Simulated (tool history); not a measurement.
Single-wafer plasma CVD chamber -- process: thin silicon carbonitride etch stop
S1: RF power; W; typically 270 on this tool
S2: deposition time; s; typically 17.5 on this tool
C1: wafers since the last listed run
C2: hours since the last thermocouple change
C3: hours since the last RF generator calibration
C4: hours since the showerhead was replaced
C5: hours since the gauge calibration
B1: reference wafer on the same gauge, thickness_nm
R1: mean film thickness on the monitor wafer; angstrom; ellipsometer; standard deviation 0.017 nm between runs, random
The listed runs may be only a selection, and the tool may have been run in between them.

{"run": 1, "hour": 0.0, "S1": 270, "S2": 17.5, "C1": 0, "C2": 2900.0, "C3": 585.4, "C4": 5688.4, "C5": 239.5, "B1": 12.497, "R1": 107.42}
{"run": 2, "hour": 27.7, "S1": 270, "S2": 17.5, "C1": 1038, "C2": 2927.7, "C3": 613.1, "C4": 5716.1, "C5": 267.2, "B1": 12.5, "R1": 107.58}
{"run": 3, "hour": 42.1, "S1": 270, "S2": 17.5, "C1": 539, "C2": 2942.1, "C3": 627.5, "C4": 5730.5, "C5": 281.6, "B1": 12.496, "R1": 107.43}
{"run": 4, "hour": 67.0, "S1": 285, "S2": 17.5, "C1": 933, "C2": 2967.0, "C3": 652.4, "C4": 5755.4, "C5": 306.5, "B1": 12.499, "R1": 109.39}
{"run": 5, "hour": 99.8, "S1": 270, "S2": 16.2, "C1": 1229, "C2": 2999.8, "C3": 685.2, "C4": 5788.2, "C5": 339.3, "B1": 12.501, "R1": 99.6}
{"run": 6, "hour": 125.7, "S1": 270, "S2": 16.2, "C1": 970, "C2": 3025.7, "C3": 711.1, "C4": 5814.1, "C5": 365.2, "B1": 12.5, "R1": 99.5}
{"run": 7, "hour": 148.7, "S1": 270, "S2": 16.2, "C1": 862, "C2": 3048.7, "C3": 734.1, "C4": 5837.1, "C5": 388.2, "B1": 12.501, "R1": 99.49}
{"run": 8, "hour": 161.5, "S1": 270, "S2": 18.6, "C1": 479, "C2": 3061.5, "C3": 746.9, "C4": 5849.9, "C5": 401.0, "B1": 12.501, "R1": 114.09}
{"run": 9, "hour": 197.1, "S1": 270, "S2": 18.6, "C1": 1334, "C2": 3097.1, "C3": 782.5, "C4": 5885.5, "C5": 436.6, "B1": 12.503, "R1": 114.21}
{"hour": 198.4, "done": "gauge calibrated"}
{"run": 10, "hour": 232.3, "S1": 270, "S2": 17.5, "C1": 1319, "C2": 3132.3, "C3": 817.7, "C4": 5920.7, "C5": 33.9, "B1": 12.501, "R1": 107.46}
{"hour": 243.7, "done": "showerhead replaced"}
{"hour": 246.1, "done": "RF generator calibrated"}
{"hour": 250.9, "done": "thermocouple changed; heater temperature recalibrated"}
{"run": 11, "hour": 261.9, "S1": 270, "S2": 17.5, "C1": 539, "C2": 11.0, "C3": 15.8, "C4": 18.2, "C5": 63.5, "B1": 12.505, "R1": 109.65}
{"run": 12, "hour": 296.1, "S1": 270, "S2": 17.5, "C1": 1281, "C2": 45.2, "C3": 50.0, "C4": 52.4, "C5": 97.7, "B1": 12.495, "R1": 109.69}
{"run": 13, "hour": 325.4, "S1": 270, "S2": 17.5, "C1": 1098, "C2": 74.5, "C3": 79.3, "C4": 81.7, "C5": 127.0, "B1": 12.497, "R1": 109.47}
{"run": 14, "hour": 352.8, "S1": 320, "S2": 14.2, "C1": 1027, "C2": 101.9, "C3": 106.7, "C4": 109.1, "C5": 154.4, "B1": 12.496, "R1": 93.31}
{"run": 15, "hour": 386.1, "S1": 315, "S2": 19.5, "C1": 1248, "C2": 135.2, "C3": 140.0, "C4": 142.4, "C5": 187.7, "B1": 12.496, "R1": 126.85}
{"run": 16, "hour": 408.4, "S1": 300, "S2": 17.5, "C1": 835, "C2": 157.5, "C3": 162.3, "C4": 164.7, "C5": 210.0, "B1": 12.498, "R1": 112.43}
{"run": 17, "hour": 428.4, "S1": 225, "S2": 18.5, "C1": 749, "C2": 177.5, "C3": 182.3, "C4": 184.7, "C5": 230.0, "B1": 12.496, "R1": 108.97}
{"run": 18, "hour": 460.4, "S1": 295, "S2": 17.5, "C1": 1199, "C2": 209.5, "C3": 214.3, "C4": 216.7, "C5": 262.0, "B1": 12.503, "R1": 111.67}
{"run": 19, "hour": 486.1, "S1": 290, "S2": 14.6, "C1": 963, "C2": 235.2, "C3": 240.0, "C4": 242.4, "C5": 287.7, "B1": 12.501, "R1": 92.61}
{"run": 20, "hour": 505.7, "S1": 230, "S2": 14.7, "C1": 734, "C2": 254.8, "C3": 259.6, "C4": 262.0, "C5": 307.3, "B1": 12.501, "R1": 86.87}
{"run": 21, "hour": 518.8, "S1": 270, "S2": 15.7, "C1": 491, "C2": 267.9, "C3": 272.7, "C4": 275.1, "C5": 320.4, "B1": 12.507, "R1": 97.24}
{"run": 22, "hour": 539.2, "S1": 320, "S2": 14.7, "C1": 764, "C2": 288.3, "C3": 293.1, "C4": 295.5, "C5": 340.8, "B1": 12.5, "R1": 95.58}
{"run": 23, "hour": 573.7, "S1": 270, "S2": 17.5, "C1": 1293, "C2": 322.8, "C3": 327.6, "C4": 330.0, "C5": 375.3, "B1": 12.494, "R1": 108.28}
{"run": 24, "hour": 587.7, "S1": 270, "S2": 14.6, "C1": 524, "C2": 336.8, "C3": 341.6, "C4": 344.0, "C5": 389.3, "B1": 12.501, "R1": 90.42}
{"run": 25, "hour": 613.3, "S1": 325, "S2": 14.3, "C1": 959, "C2": 362.4, "C3": 367.2, "C4": 369.6, "C5": 414.9, "B1": 12.499, "R1": 93.23}

How the hidden state differs across the entries between the runs, from the last listed run before each to the first after it:
Logged between run 9 and run 10: gauge calibrated (hour 198.4)
  delivered RF power above the setpoint (%): -8.24 -> -8.32
  what was measured, less what the result would be without the hidden state, R1: -2.88 -> -2.74 angstrom
Logged between run 10 and run 11: showerhead replaced (hour 243.7); RF generator calibrated (hour 246.1); thermocouple changed; heater temperature recalibrated (hour 250.9)
  delivered RF power above the setpoint (%): -8.32 -> -0.702
  what was measured, less what the result would be without the hidden state, R1: -2.74 -> -0.22 angstrom
